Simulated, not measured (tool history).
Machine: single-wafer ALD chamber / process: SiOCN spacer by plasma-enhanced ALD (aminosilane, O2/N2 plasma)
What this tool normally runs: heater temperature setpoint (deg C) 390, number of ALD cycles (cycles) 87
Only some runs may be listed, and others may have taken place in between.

run     day  heater temperature setpoint (deg C)  number of ALD cycles (cycles)  read-back reference wafer on the same gauge, thickness_nm  mean film thickness on the monitor wafer (Å)
  1   0.000                                  390                             87                                                      4.313                                         48.31
  2   1.996                                  390                             87                                                      4.307                                         48.40
  3   2.592                                  396                            100                                                      4.307                                         55.40
  4   3.338                                  396                            100                                                      4.302                                         55.88
  5   3.850                                  396                            100                                                      4.308                                         55.39
  6   4.525                                  390                             87                                                      4.308                                         48.31
  7   5.208                                  390                             87                                                      4.309                                         48.38
  8   5.604                                  390                             87                                                      4.305                                         48.67
  9   6.129                                  390                             80                                                      4.301                                         44.54
 10   6.762                                  397                             75                                                      4.309                                         41.85
 11   7.225                                  397                             75                                                      4.309                                         41.80
 12   7.771                                  397                             75                                                      4.299                                         41.67
      8.588  -- thermocouple changed; heater temperature recalibrated
 13   8.608                                  402                             87                                                      4.307                                         48.28
 14   8.892                                  402                             87                                                      4.318                                         48.45
 15   9.262                                  390                             81                                                      4.299                                         45.25
 16   9.575                                  390                             87                                                      4.312                                         48.47
 17  10.100                                  380                             98                                                      4.305                                         54.52
 18  10.396                                  397                             99                                                      4.301                                         55.00
 19  10.862                                  403                            104                                                      4.317                                         58.23
 20  11.733                                  390                             87                                                      4.305                                         48.30
     11.742  -- gauge calibrated
 21  12.388                                  375                             98                                                      4.322                                         55.13
 22  12.679                                  405                             76                                                      4.311                                         42.08
 23  13.400                                  384                             94                                                      4.300                                         52.29
 24  13.833                                  376                            104                                                      4.316                                         58.29
 25  14.429                                  396                             80                                                      4.311                                         44.35
 26  15.050                                  390                             87                                                      4.305                                         48.74
 27  15.621                                  399                             95                                                      4.313                                         53.20
 28  16.088                                  390                             87                                                      4.303                                         48.21
 29  16.554                                  385                            101                                                      4.313                                         56.32

Forecast each of these 4 alternatives for the next run:
  A  16.579                                  390                             91                                                          ?                                             ?
  B  16.579                                  385                             87                                                          ?                                             ?
  C  16.579                                  397                             94                                                          ?                                             ?
  D  16.579                                  390                             92                                                          ?                                             ?

run  read-back reference wafer on the same gauge, thickness_nm  mean film thickness on the monitor wafer (Å)
  A                                                      4.308                                         50.37
  B                                                      4.308                                         48.15
  C                                                      4.308                                         52.03
  D                                                      4.308                                         50.92
What these runs would have given with no unlogged condition in the tool:
run  mean film thickness on the monitor wafer (Å)
  A                                         50.37
  B                                         48.15
  C                                         52.03
  D                                         50.92
